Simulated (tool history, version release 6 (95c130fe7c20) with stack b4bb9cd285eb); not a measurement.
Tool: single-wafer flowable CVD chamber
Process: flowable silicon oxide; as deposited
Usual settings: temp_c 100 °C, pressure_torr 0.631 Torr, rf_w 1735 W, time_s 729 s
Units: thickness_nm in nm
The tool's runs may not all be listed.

run	hour	temp_c	pressure_torr	rf_w	time_s	wafers since the last listed run	hours since the last thermocouple change	hours since the last RF generator calibration	hours since the last manometer calibration	hours since the showerhead was replaced	hours since the gauge calibration	read-back reference wafer on the same gauge, thickness_nm	thickness_nm
1	0.0	100	0.631	1735	729	0	1155.2	149.2	907.4	6199.5	2696.2	327.914	312.268
2	80.8	100	0.631	1735	659	195	1236.0	230.0	988.2	6280.3	2777.0	327.737	282.611
3	175.9	100	0.631	1735	659	230	1331.1	325.1	1083.3	6375.4	2872.1	328.384	280.899
4	213.7	100	0.631	1735	659	91	1368.9	362.9	1121.1	6413.2	2909.9	327.975	279.343
# hour 262.3: capacitance manometer re-zeroed and calibrated
5	320.3	100	0.631	1735	729	238	1475.5	469.5	58.0	6519.8	3016.5	327.854	313.063
6	385.6	100	0.723	1735	729	157	1540.8	534.8	123.3	6585.1	3081.8	328.161	357.121
7	455.9	100	0.597	1735	729	170	1611.1	605.1	193.6	6655.4	3152.1	328.119	295.587
8	562.9	100	0.631	1735	792	258	1718.1	712.1	300.6	6762.4	3259.1	328.088	337.368
9	607.6	100	0.631	1735	729	108	1762.8	756.8	345.3	6807.1	3303.8	328.166	313.144
10	671.5	100	0.631	1735	729	154	1826.7	820.7	409.2	6871.0	3367.7	327.665	313.012
11	904.0	100	0.631	1520	850	562	2059.2	1053.2	641.7	7103.5	3600.2	328.163	354.668
# hour 934.0: gauge calibrated
# hour 990.4: showerhead replaced
# hour 998.9: thermocouple changed; heater temperature recalibrated
12	999.4	100	0.716	1735	680	192	0.5	1148.6	737.1	9.0	65.4	328.162	328.044
13	1096.9	100	0.686	1735	615	235	98.0	1246.1	834.6	106.5	162.9	328.027	287.725
# hour 1196.2: RF generator calibrated
14	1196.7	100	0.550	1415	639	222	197.8	0.5	934.4	206.3	262.7	328.272	227.039
15	1244.5	100	0.631	1735	729	115	245.6	48.3	982.2	254.1	310.5	327.874	309.457
# hour 1261.1: capacitance manometer re-zeroed and calibrated
16	1292.1	100	0.631	1735	729	95	293.2	95.9	31.0	301.7	358.1	327.837	311.489
17	1371.2	100	0.631	1735	729	191	372.3	175.0	110.1	380.8	437.2	328.068	312.807
18	1464.5	100	0.532	1935	801	225	465.6	268.3	203.4	474.1	530.5	328.034	295.917
19	1563.9	111	0.631	1925	671	240	565.0	367.7	302.8	573.5	629.9	328.039	192.385
20	1649.2	109	0.499	1735	729	206	650.3	453.0	388.1	658.8	715.2	327.856	175.661
21	1750.5	107	0.631	1735	729	245	751.6	554.3	489.4	760.1	816.5	327.671	237.430
22	1856.3	114	0.631	1535	729	255	857.4	660.1	595.2	865.9	922.3	328.075	179.654
23	1904.6	91	0.519	2025	820	116	905.7	708.4	643.5	914.2	970.6	327.973	418.643
24	1950.1	100	0.527	1995	729	110	951.2	753.9	689.0	959.7	1016.1	327.970	268.624
25	2048.6	90	0.631	1735	654	238	1049.7	852.4	787.5	1058.2	1114.6	328.003	404.602
26	2149.8	100	0.631	1735	729	244	1150.9	953.6	888.7	1159.4	1215.8	328.041	312.420
27	2209.9	100	0.631	1735	729	145	1211.0	1013.7	948.8	1219.5	1275.9	328.093	309.671
# hour 2291.7: capacitance manometer re-zeroed and calibrated
28	2292.2	110	0.631	1735	729	179	1293.3	1096.0	0.5	1301.8	1358.2	327.967	213.954
29	2387.3	100	0.631	1735	635	230	1388.4	1191.1	95.6	1396.9	1453.3	328.296	271.334

3 ways to go on from here, each from the tool as it stands after run 29. What would each give?
A	2387.9	100	0.631	1735	729	1	1389.0	1191.7	96.2	1397.5	1453.9	?	?
B	2387.9	89	0.541	1735	604	1	1389.0	1191.7	96.2	1397.5	1453.9	?	?
C	2387.9	112	0.492	1480	729	1	1389.0	1191.7	96.2	1397.5	1453.9	?	?

run	read-back reference wafer on the same gauge, thickness_nm	thickness_nm
A	327.897	310.416
B	327.897	330.744
C	327.897	149.916
Without the tool's hidden state the same runs would have given:
run	thickness_nm
A	310.416
B	330.744
C	149.916

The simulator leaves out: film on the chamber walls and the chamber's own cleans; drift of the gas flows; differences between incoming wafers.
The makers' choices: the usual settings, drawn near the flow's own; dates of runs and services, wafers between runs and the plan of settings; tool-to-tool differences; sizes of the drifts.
